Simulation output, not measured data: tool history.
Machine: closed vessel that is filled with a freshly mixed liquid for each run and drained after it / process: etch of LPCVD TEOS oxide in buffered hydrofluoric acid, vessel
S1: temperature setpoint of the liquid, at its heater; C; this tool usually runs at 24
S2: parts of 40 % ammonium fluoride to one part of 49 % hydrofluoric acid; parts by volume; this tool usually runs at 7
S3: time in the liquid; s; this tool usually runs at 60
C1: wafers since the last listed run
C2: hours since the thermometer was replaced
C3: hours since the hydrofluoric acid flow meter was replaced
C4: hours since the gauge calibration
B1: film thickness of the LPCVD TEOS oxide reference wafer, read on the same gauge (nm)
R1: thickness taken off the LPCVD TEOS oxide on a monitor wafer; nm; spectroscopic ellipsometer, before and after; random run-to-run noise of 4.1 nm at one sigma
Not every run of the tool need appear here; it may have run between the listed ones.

{"run": 1, "hour": 0.0, "S1": 24, "S2": 7, "S3": 60, "C1": 0, "C2": 57.9, "C3": 112, "C4": 332.4, "B1": 100.01, "R1": 424.35}
{"run": 2, "hour": 36.0, "S1": 24, "S2": 7, "S3": 60, "C1": 3088, "C2": 93.9, "C3": 148, "C4": 368.4, "B1": 99.94, "R1": 435.67}
{"run": 3, "hour": 109.4, "S1": 24, "S2": 7, "S3": 60, "C1": 6296, "C2": 167.3, "C3": 221.4, "C4": 441.8, "B1": 100.01, "R1": 431.46}
{"run": 4, "hour": 198.0, "S1": 24, "S2": 7, "S3": 50, "C1": 7600, "C2": 255.9, "C3": 310, "C4": 530.4, "B1": 99.98, "R1": 357.55}
{"hour": 287.2, "done": "hydrofluoric acid flow meter replaced"}
{"run": 5, "hour": 513.7, "S1": 24, "S2": 8.5, "S3": 60, "C1": 26996, "C2": 571.6, "C3": 226.5, "C4": 846.1, "B1": 100.01, "R1": 351.97}
{"run": 6, "hour": 599.7, "S1": 24, "S2": 8.5, "S3": 60, "C1": 7377, "C2": 657.6, "C3": 312.5, "C4": 932.1, "B1": 100, "R1": 358}
{"hour": 633.8, "done": "gauge calibrated"}
{"run": 7, "hour": 706.2, "S1": 24, "S2": 7, "S3": 60, "C1": 9136, "C2": 764.1, "C3": 419, "C4": 72.4, "B1": 99.99, "R1": 436.85}
{"hour": 713.5, "done": "hydrofluoric acid flow meter replaced"}
{"run": 8, "hour": 899.3, "S1": 24, "S2": 7, "S3": 60, "C1": 16479, "C2": 957.2, "C3": 185.8, "C4": 265.5, "B1": 99.98, "R1": 426.17}
{"run": 9, "hour": 1000.7, "S1": 24, "S2": 7, "S3": 60, "C1": 8698, "C2": 1058.6, "C3": 287.2, "C4": 366.9, "B1": 100.01, "R1": 421.17}
{"run": 10, "hour": 1052.8, "S1": 21.5, "S2": 7, "S3": 60, "C1": 4469, "C2": 1110.7, "C3": 339.3, "C4": 419, "B1": 100.02, "R1": 378.09}
{"run": 11, "hour": 1133.6, "S1": 24, "S2": 7, "S3": 70, "C1": 6931, "C2": 1191.5, "C3": 420.1, "C4": 499.8, "B1": 99.96, "R1": 523.19}
{"hour": 1208.6, "done": "hydrofluoric acid flow meter replaced"}
{"run": 12, "hour": 1235.5, "S1": 24, "S2": 7, "S3": 60, "C1": 8655, "C2": 1293.4, "C3": 26.9, "C4": 601.7, "B1": 99.96, "R1": 420.38}
{"run": 13, "hour": 1300.3, "S1": 24, "S2": 7, "S3": 70, "C1": 5558, "C2": 1358.2, "C3": 91.7, "C4": 666.5, "B1": 100.06, "R1": 490.58}
{"run": 14, "hour": 1365.1, "S1": 25.5, "S2": 5, "S3": 40, "C1": 5558, "C2": 1423, "C3": 156.5, "C4": 731.3, "B1": 100.02, "R1": 414.1}
{"hour": 1385.0, "done": "thermometer replaced"}
{"run": 15, "hour": 1456.6, "S1": 19.5, "S2": 9.5, "S3": 60, "C1": 7763, "C2": 71.6, "C3": 248, "C4": 822.8, "B1": 99.95, "R1": 245.45}
{"run": 16, "hour": 1500.4, "S1": 24, "S2": 5, "S3": 75, "C1": 3757, "C2": 115.4, "C3": 291.8, "C4": 866.6, "B1": 100.05, "R1": 720.12}
{"run": 17, "hour": 1571.9, "S1": 28.5, "S2": 8.5, "S3": 80, "C1": 6133, "C2": 186.9, "C3": 363.3, "C4": 938.1, "B1": 99.99, "R1": 611.81}
{"run": 18, "hour": 1671.9, "S1": 28.5, "S2": 9.5, "S3": 60, "C1": 8578, "C2": 286.9, "C3": 463.3, "C4": 1038.1, "B1": 100, "R1": 408.98}
{"hour": 1699.0, "done": "hydrofluoric acid flow meter replaced"}
{"hour": 1722.2, "done": "gauge calibrated"}
{"run": 19, "hour": 1749.8, "S1": 20.5, "S2": 9.5, "S3": 70, "C1": 6596, "C2": 364.8, "C3": 50.8, "C4": 27.6, "B1": 99.96, "R1": 294.1}
{"run": 20, "hour": 1851.8, "S1": 28.5, "S2": 9.5, "S3": 60, "C1": 8749, "C2": 466.8, "C3": 152.8, "C4": 129.6, "B1": 100.03, "R1": 397.49}

3 ways to go on from here, each from the tool as it stands after run 20. What would each give?
{"run": "A", "hour": 1852.5, "S1": 24, "S2": 7, "S3": 60, "C1": 60, "C2": 467.5, "C3": 153.5, "C4": 130.3, "B1": "?", "R1": "?"}
{"run": "B", "hour": 1852.5, "S1": 22.5, "S2": 7, "S3": 80, "C1": 60, "C2": 467.5, "C3": 153.5, "C4": 130.3, "B1": "?", "R1": "?"}
{"run": "C", "hour": 1852.5, "S1": 24, "S2": 8, "S3": 60, "C1": 60, "C2": 467.5, "C3": 153.5, "C4": 130.3, "B1": "?", "R1": "?"}

run=A B1=99.94 R1=418.45
run=B B1=99.94 R1=513.97
run=C B1=99.94 R1=363.97
With the hidden condition removed and each run's random variation left untouched, the same runs would have given:
run=A R1=410.44
run=B R1=504.13
run=C R1=355.31
